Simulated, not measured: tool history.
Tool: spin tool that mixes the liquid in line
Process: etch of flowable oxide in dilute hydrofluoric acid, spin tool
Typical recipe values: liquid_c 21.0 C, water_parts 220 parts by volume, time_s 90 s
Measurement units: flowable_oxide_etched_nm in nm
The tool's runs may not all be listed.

run,hour,liquid_c,water_parts,time_s,wafers since the last listed run,hours since the thermometer was replaced,hours since the hydrofluoric acid flow meter was replaced,hours since the gauge calibration,"read-back film thickness of the flowable oxide reference wafer, read on the same gauge (nm)",flowable_oxide_etched_nm
1,0.0,21.0,265,90,0,782.9,165.9,1241.8,141.00,10.76
2,256.9,21.0,265,90,2373,1039.8,422.8,1498.7,141.38,10.81
3,297.9,21.0,220,90,378,1080.8,463.8,1539.7,141.43,13.51
# hour 362.0: thermometer replaced
4,369.2,21.0,220,90,649,7.2,535.1,1611.0,141.52,13.61
5,440.0,21.0,220,90,653,78.0,605.9,1681.8,141.66,13.73
6,521.3,21.0,220,90,750,159.3,687.2,1763.1,141.75,13.66
7,603.0,21.0,220,90,754,241.0,768.9,1844.8,141.97,13.57
8,647.3,21.0,220,90,409,285.3,813.2,1889.1,142.01,13.67
9,687.3,21.0,220,110,369,325.3,853.2,1929.1,142.07,16.57
10,788.9,21.0,305,90,938,426.9,954.8,2030.7,142.30,9.11
# hour 839.9: hydrofluoric acid flow meter replaced
11,878.2,21.0,220,90,815,516.2,38.3,2120.0,142.51,13.67
12,953.0,24.5,305,90,690,591.0,113.1,2194.8,142.68,10.37
13,997.0,21.0,135,70,406,635.0,157.1,2238.8,142.78,19.06
14,1047.9,25.0,330,140,470,685.9,208.0,2289.7,142.92,14.90
15,1124.5,17.5,270,70,707,762.5,284.6,2366.3,143.06,7.28
16,1217.2,22.5,220,45,856,855.2,377.3,2459.0,143.29,7.33
17,1265.7,25.5,320,125,448,903.7,425.8,2507.5,143.38,13.98
18,1332.2,21.0,150,135,614,970.2,492.3,2574.0,143.56,32.68
19,1435.7,25.5,220,90,956,1073.7,595.8,2677.5,143.82,16.29
20,1505.3,22.5,220,120,642,1143.3,665.4,2747.1,144.05,19.62
21,1584.6,19.5,280,140,732,1222.6,744.7,2826.4,144.28,15.09
# hour 1664.1: thermometer replaced
22,1677.7,17.0,140,40,850,13.6,837.8,2919.5,144.50,9.01
23,1718.9,24.5,220,110,380,54.8,879.0,2960.7,144.64,19.37
# hour 1895.6: gauge calibrated
# hour 1914.1: hydrofluoric acid flow meter replaced
24,1970.9,21.0,220,90,2318,306.8,56.8,75.3,140.47,13.50
25,2038.6,21.0,220,70,625,374.5,124.5,143.0,140.49,10.47
26,2115.4,18.0,295,90,709,451.3,201.3,219.8,140.50,8.34
27,2219.0,23.0,220,90,956,554.9,304.9,323.4,140.57,14.60
28,2296.6,21.0,150,135,716,632.5,382.5,401.0,140.55,32.25
29,2335.2,23.5,150,90,356,671.1,421.1,439.6,140.56,23.50
30,2420.8,23.5,180,35,790,756.7,506.7,525.2,140.58,7.39
31,2465.6,21.0,280,90,413,801.5,551.5,570.0,140.63,10.01
32,2565.9,21.0,220,90,926,901.8,651.8,670.3,140.72,13.46
33,2611.3,24.5,220,125,419,947.2,697.2,715.7,140.79,21.47

Below, some changes in flowable_oxide_etched_nm between adjacent runs. For each, the amount present without the hidden state too (settings, incoming material, random variation) and the amount remaining for the hidden state with gauge scatter not shared by both compared results:
Hidden state at play: liquid colder than its thermometer reads (K); hydrofluoric acid flow below the setpoint (%); gauge reads high (%).
Run 17 -> 18: liquid_c 25.5 -> 21.0, water_parts 320 -> 150, time_s 125 -> 135. flowable_oxide_etched_nm +18.70 nm: hidden state +0.49, all else +18.21.
Run 18 -> 19: liquid_c 21.0 -> 25.5, water_parts 150 -> 220, time_s 135 -> 90. flowable_oxide_etched_nm -16.39 nm: hidden state -0.38, all else -16.01.
Run 23 -> 24: liquid_c 24.5 -> 21.0, time_s 110 -> 90, gauge calibrated, hydrofluoric acid flow meter replaced. flowable_oxide_etched_nm -5.87 nm: hidden state -0.57, all else -5.30.
Run 27 -> 28: liquid_c 23.0 -> 21.0, water_parts 220 -> 150, time_s 90 -> 135. flowable_oxide_etched_nm +17.65 nm: hidden state +0.08, all else +17.57.
